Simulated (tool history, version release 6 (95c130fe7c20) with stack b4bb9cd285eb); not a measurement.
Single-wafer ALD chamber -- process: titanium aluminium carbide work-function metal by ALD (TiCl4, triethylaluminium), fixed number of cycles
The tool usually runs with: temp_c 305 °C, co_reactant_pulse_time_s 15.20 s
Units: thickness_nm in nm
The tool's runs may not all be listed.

run,day,temp_c,co_reactant_pulse_time_s,wafers since the last listed run,hours since the last thermocouple change,hours since the last triethylaluminium bottle change,hours since the showerhead was replaced,hours since the gauge calibration,"read-back reference wafer on the same gauge, thickness_nm",thickness_nm
1,0.000,310,18.15,0,1546.7,126.4,6645.2,381.9,2.449,2.211
2,1.362,310,18.15,210,1579.4,159.1,6677.9,414.6,2.450,2.212
3,3.992,310,18.15,407,1642.5,222.2,6741.0,477.7,2.449,2.202
4,5.533,305,15.20,238,1679.5,259.2,6778.0,514.7,2.451,2.169
5,6.708,305,15.20,181,1707.7,287.4,6806.2,542.9,2.451,2.155
6,9.683,305,15.20,460,1779.1,358.8,6877.6,614.3,2.458,2.166
7,10.921,305,19.31,191,1808.8,388.5,6907.3,644.0,2.446,2.166
8,12.262,310,15.20,207,1841.0,420.7,6939.5,676.2,2.451,2.200
9,15.108,310,15.20,440,1909.3,489.0,7007.8,744.5,2.448,2.236
10,17.442,310,15.20,361,1965.3,545.0,7063.8,800.5,2.450,2.241
# day 18.992: thermocouple changed; heater temperature recalibrated
# day 19.933: triethylaluminium bottle replaced
11,19.954,305,15.20,285,23.1,0.5,7124.1,860.8,2.452,2.117
# day 20.646: showerhead replaced
12,20.962,305,15.20,104,47.3,24.7,7.6,885.0,2.451,2.100
13,27.271,305,15.20,976,198.7,176.1,159.0,1036.4,2.444,2.125
14,29.708,298,16.76,377,257.2,234.6,217.5,1094.9,2.453,2.017
15,32.071,305,15.20,365,313.9,291.3,274.2,1151.6,2.455,2.100
16,34.658,300,11.22,400,376.0,353.4,336.3,1213.7,2.450,2.032
17,37.275,311,9.91,405,438.8,416.2,399.1,1276.5,2.446,2.159
18,39.396,305,15.20,328,489.7,467.1,450.0,1327.4,2.445,2.118
19,41.817,305,15.20,374,547.8,525.2,508.1,1385.5,2.452,2.130
# day 42.329: triethylaluminium bottle replaced
20,43.008,295,10.34,132,576.4,16.3,536.7,1414.1,2.449,1.996
21,49.479,298,16.76,1002,731.7,171.6,692.0,1569.4,2.454,2.054
22,50.929,295,11.59,224,766.5,206.4,726.8,1604.2,2.443,2.003
# day 52.196: gauge calibrated
23,52.646,295,17.89,265,807.7,247.6,768.0,10.8,2.447,2.016
24,54.567,317,12.95,297,853.8,293.7,814.1,56.9,2.452,2.230
25,56.333,305,15.20,273,896.2,336.1,856.5,99.3,2.452,2.109
26,58.450,315,12.31,327,947.0,386.9,907.3,150.1,2.451,2.212
27,60.479,305,15.20,314,995.7,435.6,956.0,198.8,2.450,2.107
28,62.112,300,11.07,252,1034.9,474.8,995.2,238.0,2.449,2.061
# day 64.283: triethylaluminium bottle replaced
29,64.796,295,11.59,363,1099.3,12.3,1059.6,302.4,2.453,2.018
30,66.129,314,15.20,206,1131.3,44.3,1091.6,334.4,2.450,2.233
31,68.296,319,21.21,335,1183.3,96.3,1143.6,386.4,2.448,2.270
32,70.779,293,11.04,384,1242.9,155.9,1203.2,446.0,2.450,1.995
33,72.358,305,15.20,244,1280.8,193.8,1241.1,483.9,2.450,2.136
34,74.954,317,13.06,401,1343.1,256.1,1303.4,546.2,2.447,2.242

What the log doesn't show, run by run:
triethylaluminium dose above that of a fresh bottle (%): 0 at every run
gauge reads high (%): 0 at every run
H1: wafer temperature above the value expected at the setpoint (K)
run,H1
1,3.38
2,3.54
3,3.83
4,4.02
5,4.16
6,4.52
7,4.68
8,4.85
9,5.23
10,5.55
11,-0.373
12,-0.371
13,-0.316
14,-0.276
15,-0.229
16,-0.165
17,-0.09
18,-0.0203
19,0.0685
20,0.116
21,0.415
22,0.492
23,0.588
24,0.701
25,0.81
26,0.948
27,1.09
28,1.2
29,1.41
30,1.51
31,1.69
32,1.9
33,2.04
34,2.28

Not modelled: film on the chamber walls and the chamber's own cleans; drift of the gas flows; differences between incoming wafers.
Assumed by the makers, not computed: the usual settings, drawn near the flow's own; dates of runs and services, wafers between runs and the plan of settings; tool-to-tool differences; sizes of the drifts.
